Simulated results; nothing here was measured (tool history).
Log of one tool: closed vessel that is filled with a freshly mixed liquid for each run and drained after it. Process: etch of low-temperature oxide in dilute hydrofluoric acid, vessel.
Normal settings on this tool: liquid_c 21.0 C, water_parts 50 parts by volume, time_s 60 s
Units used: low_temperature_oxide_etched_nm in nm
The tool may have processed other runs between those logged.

run,hour,liquid_c,water_parts,time_s,"read-back film thickness of the low-temperature oxide reference wafer, read on the same gauge (nm)",low_temperature_oxide_etched_nm
1,0.0,21.0,50,60,59.96,30.36
2,93.8,22.0,70,60,60.02,21.78
3,187.7,21.0,50,60,60.07,29.97
4,224.7,21.0,60,60,59.96,24.70
5,268.4,21.0,60,60,60.00,24.65
6,374.4,21.0,45,60,60.07,33.64
# hour 468.3: gauge calibrated
7,477.0,21.0,50,60,59.97,30.02
8,556.0,21.0,50,60,59.98,30.22
9,643.6,21.0,50,60,60.01,29.96
10,711.3,19.0,30,70,60.00,55.29
11,767.3,24.0,55,35,59.96,18.06
# hour 800.3: hydrofluoric acid flow meter replaced
12,874.7,21.0,50,60,60.04,29.94
13,930.7,17.0,35,70,59.96,42.09
14,996.1,21.0,50,60,59.99,30.00
15,1097.2,21.0,50,60,59.97,30.31
16,1200.7,18.0,60,85,59.96,30.59
17,1292.5,21.0,30,60,59.96,51.39
18,1339.6,21.0,40,60,60.03,37.59
# hour 1406.3: thermometer replaced
19,1422.5,21.0,50,60,60.03,29.66
20,1484.8,21.0,50,60,60.02,29.94
21,1553.7,21.0,35,60,60.02,43.78
22,1607.7,24.0,65,70,59.98,29.85
23,1668.1,19.5,35,30,59.99,20.35
24,1774.0,21.0,50,80,60.00,39.57
25,1838.4,22.5,50,30,60.01,15.97
26,1893.5,25.0,60,80,60.03,38.80
27,1959.6,21.0,50,60,60.03,30.17
28,2008.5,19.0,60,45,60.05,17.28
29,2071.3,21.0,35,60,59.98,43.76
30,2356.9,24.0,60,85,59.98,39.33
31,2447.4,24.0,35,85,60.01,69.97
# hour 2546.6: hydrofluoric acid flow meter replaced
32,2547.7,21.0,70,85,60.01,29.93

4 options for the next run, each taken on its own from the tool as it stands now. Forecast them:
A,2548.4,26.0,50,60,?,?
B,2548.4,22.5,30,45,?,?
C,2548.4,21.0,65,60,?,?
D,2548.4,25.5,60,60,?,?

run,"read-back film thickness of the low-temperature oxide reference wafer, read on the same gauge (nm)",low_temperature_oxide_etched_nm
A,59.94,37.16
B,59.94,41.28
C,59.94,22.83
D,59.94,29.93
The same runs, with their run-to-run variation unchanged, on a tool lacking any hidden condition would have given:
run,low_temperature_oxide_etched_nm
A,37.16
B,41.28
C,22.83
D,29.93

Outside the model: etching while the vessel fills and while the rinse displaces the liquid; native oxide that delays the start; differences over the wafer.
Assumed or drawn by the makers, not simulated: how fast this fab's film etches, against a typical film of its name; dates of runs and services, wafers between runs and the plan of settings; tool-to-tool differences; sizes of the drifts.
